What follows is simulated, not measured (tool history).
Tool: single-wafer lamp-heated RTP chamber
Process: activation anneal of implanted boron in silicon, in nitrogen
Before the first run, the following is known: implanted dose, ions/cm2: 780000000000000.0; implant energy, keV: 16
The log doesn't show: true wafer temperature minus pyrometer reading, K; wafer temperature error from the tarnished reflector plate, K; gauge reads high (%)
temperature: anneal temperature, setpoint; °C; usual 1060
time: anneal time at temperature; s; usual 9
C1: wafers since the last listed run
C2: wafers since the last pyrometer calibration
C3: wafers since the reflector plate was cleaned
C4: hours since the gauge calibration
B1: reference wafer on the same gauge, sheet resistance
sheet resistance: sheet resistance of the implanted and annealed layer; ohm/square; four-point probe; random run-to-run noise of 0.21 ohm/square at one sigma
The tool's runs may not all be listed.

run 1 day=0.000 | temperature=1060 time=9 | C1=0 C2=8429 C3=1443 C4=2973.2 | B1=145.54 | sheet_resistance=144.98
run 2 day=3.417 | temperature=1060 time=9 | C1=1209 C2=9638 C3=2653 C4=3055.2 | B1=145.58 | sheet_resistance=144.25
run 3 day=6.721 | temperature=1060 time=9 | C1=1169 C2=10807 C3=3822 C4=3134.5 | B1=145.56 | sheet_resistance=144.26
-- day=8.388 pyrometer window cleaned and pyrometer calibrated
run 4 day=8.946 | temperature=1060 time=9 | C1=669 C2=196 C3=4491 C4=3187.9 | B1=145.61 | sheet_resistance=144.36
run 5 day=12.662 | temperature=1060 time=6 | C1=1315 C2=1512 C3=5807 C4=3277.1 | B1=145.60 | sheet_resistance=144.88
run 6 day=15.346 | temperature=1060 time=6 | C1=949 C2=2461 C3=6756 C4=3341.5 | B1=145.58 | sheet_resistance=144.81
run 7 day=25.892 | temperature=1078 time=9 | C1=3732 C2=6194 C3=10488 C4=3594.6 | B1=145.64 | sheet_resistance=144.69
run 8 day=28.896 | temperature=1046 time=5 | C1=1063 C2=7257 C3=11552 C4=3666.7 | B1=145.67 | sheet_resistance=145.18
run 9 day=30.767 | temperature=1046 time=5 | C1=662 C2=7919 C3=12214 C4=3711.6 | B1=145.64 | sheet_resistance=145.62
run 10 day=33.771 | temperature=1060 time=9 | C1=1063 C2=8982 C3=13277 C4=3783.7 | B1=145.60 | sheet_resistance=144.08
-- day=36.892 reflector plate cleaned
run 11 day=46.725 | temperature=1060 time=9 | C1=4466 C2=13448 C3=3480 C4=4094.6 | B1=145.66 | sheet_resistance=144.65
run 12 day=48.479 | temperature=1060 time=9 | C1=620 C2=14069 C3=4100 C4=4136.7 | B1=145.67 | sheet_resistance=145.04
-- day=50.938 pyrometer window cleaned and pyrometer calibrated
run 13 day=52.483 | temperature=1050 time=9 | C1=1299 C2=546 C3=5400 C4=4232.8 | B1=145.67 | sheet_resistance=144.64
run 14 day=54.879 | temperature=1073 time=9 | C1=847 C2=1394 C3=6247 C4=4290.3 | B1=145.72 | sheet_resistance=144.67
run 15 day=67.608 | temperature=1072 time=9 | C1=4504 C2=5899 C3=10752 C4=4595.8 | B1=145.68 | sheet_resistance=144.70
-- day=69.962 reflector plate cleaned
run 16 day=70.962 | temperature=1060 time=7 | C1=1069 C2=6968 C3=354 C4=4676.3 | B1=145.69 | sheet_resistance=144.98
run 17 day=73.683 | temperature=1051 time=4 | C1=962 C2=7931 C3=1317 C4=4741.6 | B1=145.72 | sheet_resistance=145.00
run 18 day=77.688 | temperature=1060 time=9 | C1=1417 C2=9348 C3=2734 C4=4837.7 | B1=145.69 | sheet_resistance=144.60
run 19 day=80.908 | temperature=1079 time=12 | C1=1139 C2=10488 C3=3874 C4=4915.0 | B1=145.67 | sheet_resistance=144.06
-- day=84.992 pyrometer window cleaned and pyrometer calibrated
run 20 day=94.258 | temperature=1036 time=14 | C1=4606 C2=3278 C3=8480 C4=5235.4 | B1=145.77 | sheet_resistance=145.28
-- day=94.525 gauge calibrated
run 21 day=96.521 | temperature=1060 time=9 | C1=800 C2=4079 C3=9281 C4=47.9 | B1=143.82 | sheet_resistance=142.55
run 22 day=100.800 | temperature=1042 time=4 | C1=1514 C2=5593 C3=10795 C4=150.6 | B1=143.91 | sheet_resistance=143.73
run 23 day=105.058 | temperature=1081 time=7 | C1=1507 C2=7100 C3=12302 C4=252.8 | B1=144.04 | sheet_resistance=143.33
-- day=105.967 reflector plate cleaned
run 24 day=107.658 | temperature=1086 time=13 | C1=802 C2=7902 C3=598 C4=315.2 | B1=144.08 | sheet_resistance=142.21
run 25 day=110.621 | temperature=1079 time=13 | C1=1048 C2=8951 C3=1647 C4=386.3 | B1=144.13 | sheet_resistance=142.27
run 26 day=113.671 | temperature=1043 time=14 | C1=1079 C2=10030 C3=2726 C4=459.5 | B1=144.17 | sheet_resistance=143.20
run 27 day=116.633 | temperature=1039 time=5 | C1=1048 C2=11079 C3=3774 C4=530.6 | B1=144.26 | sheet_resistance=144.44
run 28 day=120.008 | temperature=1038 time=9 | C1=1194 C2=12273 C3=4969 C4=611.6 | B1=144.34 | sheet_resistance=144.14
run 29 day=123.467 | temperature=1044 time=14 | C1=1223 C2=13497 C3=6193 C4=694.6 | B1=144.40 | sheet_resistance=143.53
-- day=127.025 pyrometer window cleaned and pyrometer calibrated
run 30 day=127.512 | temperature=1083 time=5 | C1=1313 C2=173 C3=7507 C4=791.7 | B1=144.43 | sheet_resistance=143.73
run 31 day=138.458 | temperature=1060 time=9 | C1=3873 C2=4046 C3=11380 C4=1054.4 | B1=144.61 | sheet_resistance=143.55
-- day=147.967 reflector plate cleaned
run 32 day=151.662 | temperature=1060 time=9 | C1=4554 C2=8601 C3=1308 C4=1371.3 | B1=144.74 | sheet_resistance=143.35
run 33 day=154.733 | temperature=1060 time=11 | C1=1086 C2=9688 C3=2394 C4=1445.0 | B1=144.74 | sheet_resistance=143.67
run 34 day=158.062 | temperature=1044 time=7 | C1=1178 C2=10866 C3=3573 C4=1524.9 | B1=144.84 | sheet_resistance=144.07
run 35 day=162.083 | temperature=1032 time=14 | C1=1422 C2=12289 C3=4996 C4=1621.4 | B1=144.85 | sheet_resistance=144.46
-- day=164.196 pyrometer window cleaned and pyrometer calibrated
run 36 day=165.817 | temperature=1070 time=5 | C1=1203 C2=573 C3=6199 C4=1711.0 | B1=144.93 | sheet_resistance=144.42
run 37 day=167.375 | temperature=1046 time=4 | C1=551 C2=1124 C3=6750 C4=1748.4 | B1=144.93 | sheet_resistance=144.96

How would selected steps in sheet resistance from run to run divide? Give the signed amount a tool lacking its hidden state would still show from settings, what came in and random variation, and the signed amount left for the hidden state, including any gauge scatter that is not in both of the compared results.
Run 9 -> 10: temperature 1046 -> 1060, time 5 -> 9. sheet resistance -1.54 ohm/square: hidden state -0.01, all else -1.53.
Run 20 -> 21: temperature 1036 -> 1060, time 14 -> 9, gauge calibrated. sheet resistance -2.73 ohm/square: hidden state -1.90, all else -0.83.
Run 26 -> 27: temperature 1043 -> 1039, time 14 -> 5. sheet resistance +1.24 ohm/square: hidden state +0.07, all else +1.17.
Run 30 -> 31: temperature 1083 -> 1060, time 5 -> 9. sheet resistance -0.18 ohm/square: hidden state +0.16, all else -0.34.
Run 31 -> 32: reflector plate cleaned. sheet resistance -0.20 ohm/square: hidden state +0.16, all else -0.36.
